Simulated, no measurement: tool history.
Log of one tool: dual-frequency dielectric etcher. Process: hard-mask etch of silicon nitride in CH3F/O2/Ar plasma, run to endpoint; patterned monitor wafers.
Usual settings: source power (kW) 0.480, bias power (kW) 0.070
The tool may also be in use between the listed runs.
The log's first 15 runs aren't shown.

run    hour  source power (kW)  bias power (kW)  wafers since the last listed run  hours since the last wet clean  hours since the last source power generator calibration  hours since the last bias power generator calibration  hours since the last upper electrode change  incoming incoming film thickness, nm  endpoint time (s)
      795.6  -- wet clean of the chamber
 16   796.1              0.480            0.070                               310                             0.5                                                    726.1                                                 4803.7                                        502.1                                  53.6               69.2
 17   824.6              0.560            0.057                               206                            29.0                                                    754.6                                                 4832.2                                        530.6                                  53.7               70.6
 18   873.9              0.480            0.070                               357                            78.3                                                    803.9                                                 4881.5                                        579.9                                  54.2               69.9
 19   923.0              0.520            0.070                               355                           127.4                                                    853.0                                                 4930.6                                        629.0                                  54.2               68.8
 20   952.0              0.400            0.061                               210                           156.4                                                    882.0                                                 4959.6                                        658.0                                  53.5               76.6
 21  1014.3              0.530            0.088                               451                           218.7                                                    944.3                                                 5021.9                                        720.3                                  53.5               62.7
     1050.2  -- bias power generator calibrated
 22  1070.5              0.530            0.084                               378                           274.9                                                   1000.5                                                   20.3                                        776.5                                  54.0               64.4
 23  1102.5              0.370            0.086                               231                           306.9                                                   1032.5                                                   52.3                                        808.5                                  53.3               69.7
 24  1162.4              0.570            0.088                               433                           366.8                                                   1092.4                                                  112.2                                        868.4                                  54.6               63.4
     1195.6  -- wet clean of the chamber
 25  1196.1              0.590            0.086                                70                             0.5                                                   1126.1                                                  145.9                                        902.1                                  53.8               60.3
 26  1260.9              0.440            0.084                               469                            65.3                                                   1190.9                                                  210.7                                        966.9                                  54.0               66.4
 27  1288.9              0.480            0.083                               202                            93.3                                                   1218.9                                                  238.7                                        994.9                                  53.8               65.3
 28  1354.8              0.590            0.081                               477                           159.2                                                   1284.8                                                  304.6                                       1060.8                                  53.6               62.2
 29  1408.4              0.480            0.070                               388                           212.8                                                   1338.4                                                  358.2                                       1114.4                                  53.8               69.7
 30  1451.6              0.480            0.070                               312                           256.0                                                   1381.6                                                  401.4                                       1157.6                                  53.7               69.9
 31  1520.1              0.510            0.085                               496                           324.5                                                   1450.1                                                  469.9                                       1226.1                                  54.3               65.6
 32  1570.5              0.480            0.065                               365                           374.9                                                   1500.5                                                  520.3                                       1276.5                                  54.1               72.8
 33  1604.1              0.480            0.070                               243                           408.5                                                   1534.1                                                  553.9                                       1310.1                                  53.9               70.7
 34  1663.5              0.480            0.070                               430                           467.9                                                   1593.5                                                  613.3                                       1369.5                                  53.8               71.5
     1696.2  -- wet clean of the chamber
 35  1701.1              0.580            0.053                                98                             4.9                                                   1631.1                                                  650.9                                       1407.1                                  54.2               72.3

4 ways to go on from here, each from the tool as it stands after run 35. What would each give?
  A  1701.5              0.480            0.070                                 2                             5.3                                                   1631.5                                                  651.3                                       1407.5                                  54.0                  ?
  B  1701.5              0.590            0.070                                 2                             5.3                                                   1631.5                                                  651.3                                       1407.5                                  54.0                  ?
  C  1701.5              0.480            0.084                                 2                             5.3                                                   1631.5                                                  651.3                                       1407.5                                  54.0                  ?
  D  1701.5              0.580            0.070                                 2                             5.3                                                   1631.5                                                  651.3                                       1407.5                                  54.0                  ?

run  endpoint time (s)
  A               69.3
  B               65.3
  C               65.0
  D               65.7
Without the tool's hidden state the same runs would have given:
run  endpoint time (s)
  A               69.3
  B               65.3
  C               65.0
  D               65.7
